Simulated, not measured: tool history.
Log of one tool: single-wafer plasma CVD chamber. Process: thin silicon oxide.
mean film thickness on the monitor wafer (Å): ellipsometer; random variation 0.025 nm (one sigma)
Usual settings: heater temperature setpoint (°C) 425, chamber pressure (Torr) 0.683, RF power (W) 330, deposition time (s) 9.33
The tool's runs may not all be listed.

run   hour  heater temperature setpoint (°C)  chamber pressure (Torr)  RF power (W)  deposition time (s)  read-back reference wafer on the same gauge, thickness_nm  mean film thickness on the monitor wafer (Å)
  1    0.0                               425                    0.723           330                 9.33                                                     15.499                                        182.10
  2   28.3                               425                    0.723           330                 9.33                                                     15.500                                        182.95
  3   46.4                               425                    0.683           330                 9.33                                                     15.491                                        172.52
  4   77.9                               425                    0.683           330                 9.33                                                     15.488                                        173.31
      94.7  -- showerhead replaced
  5   98.8                               425                    0.683           330                 9.33                                                     15.497                                        173.17
  6  114.3                               425                    0.683           330                 9.33                                                     15.488                                        173.47
  7  129.6                               425                    0.683           330                 9.33                                                     15.507                                        173.35
     153.2  -- gauge calibrated
  8  154.6                               411                    0.683           295                 8.42                                                     15.507                                        154.63
     165.2  -- thermocouple changed; heater temperature recalibrated
     180.3  -- RF generator calibrated
     184.5  -- capacitance manometer re-zeroed and calibrated
  9  185.0                               425                    0.683           375                 9.33                                                     15.501                                        169.56
 10  194.6                               415                    0.683           370                10.63                                                     15.500                                        193.86
 11  217.0                               425                    0.683           350                 9.33                                                     15.503                                        167.48
 12  231.4                               413                    0.751           375                11.18                                                     15.501                                        224.93
 13  262.6                               421                    0.683           370                11.00                                                     15.498                                        199.80
 14  281.9                               425                    0.683           330                 9.33                                                     15.515                                        165.06
 15  314.4                               411                    0.683           300                 9.84                                                     15.498                                        172.37

Forecast each of these 5 alternatives for the next run:
  A  314.8                               425                    0.683           330                 9.33                                                          ?                                             ?
  B  314.8                               414                    0.587           330                11.17                                                          ?                                             ?
  C  314.8                               425                    0.683           290                 9.33                                                          ?                                             ?
  D  314.8                               425                    0.746           300                 9.33                                                          ?                                             ?
  E  314.8                               417                    0.683           375                 9.33                                                          ?                                             ?

run  read-back reference wafer on the same gauge, thickness_nm  mean film thickness on the monitor wafer (Å)
  A                                                     15.506                                        165.07
  B                                                     15.506                                        170.56
  C                                                     15.506                                        160.95
  D                                                     15.506                                        176.64
  E                                                     15.506                                        170.45
Without the tool's hidden state the same runs would have given:
run  mean film thickness on the monitor wafer (Å)
  A                                        165.29
  B                                        170.79
  C                                        161.16
  D                                        176.87
  E                                        170.67
